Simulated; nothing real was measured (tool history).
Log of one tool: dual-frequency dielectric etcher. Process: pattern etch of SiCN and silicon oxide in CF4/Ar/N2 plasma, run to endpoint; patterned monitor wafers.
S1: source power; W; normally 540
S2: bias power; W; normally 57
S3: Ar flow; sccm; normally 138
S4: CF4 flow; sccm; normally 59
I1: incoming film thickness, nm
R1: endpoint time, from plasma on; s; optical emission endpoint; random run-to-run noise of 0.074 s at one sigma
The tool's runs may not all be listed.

run     day   S1  S2   S3  S4     I1    R1
  1       0  540  57  138  59   9.98  11.1
  2   0.954  500  53  138  59   9.91  12.2
  3   2.312  540  49  154  59   9.97  11.5
  4   2.942  540  68  149  74   9.87    10
  5   4.171  440  46  123  46   9.86    15
  6   5.558  540  57  138  59    9.9  10.9
  7   6.933  540  57  113  64   9.84  10.3
  8     7.6  490  44  159  63   9.79  12.8
  9     8.3  600  51  126  59   9.93   9.7
 10   9.458  430  61  126  71  10.04  13.5
 11  10.854  540  57  154  72   9.93  11.1
 12  11.596  540  57  138  59   9.96  11.5
 13  12.317  540  57  121  59   9.87  11.2
 14  12.992  440  57  138  63    9.9  14.3
 15  13.929  480  57  138  59   9.89    13
 16  14.812  410  57  138  59   9.83  15.5
 17  15.829  540  57  138  59   9.87  11.3
 18  16.767  540  57  138  59   9.75  11.1
 19  17.358  410  57  128  64   9.93  15.3
 20  18.308  540  57  138  59   9.95  11.3
 21    19.7  630  46  123  44   9.93  10.3
 22  21.046  540  57  167  59   9.91  11.6
 23  22.492  540  57  138  59   9.95  11.2
 24  23.138  440  57  138  70   9.96  13.9

The log once held 1 entry between its listed runs, left out of this copy. Where does each go, and what is different about the tool's unlogged condition between the listed run before it and the listed run after it?
Logged between run 10 and run 11: wet clean of the chamber (day 10.7)
  etch rate over this chamber's usual, %: 5.15 -> -0.63
  measured less the result without the state, R1: -0.7 -> +0.1 s

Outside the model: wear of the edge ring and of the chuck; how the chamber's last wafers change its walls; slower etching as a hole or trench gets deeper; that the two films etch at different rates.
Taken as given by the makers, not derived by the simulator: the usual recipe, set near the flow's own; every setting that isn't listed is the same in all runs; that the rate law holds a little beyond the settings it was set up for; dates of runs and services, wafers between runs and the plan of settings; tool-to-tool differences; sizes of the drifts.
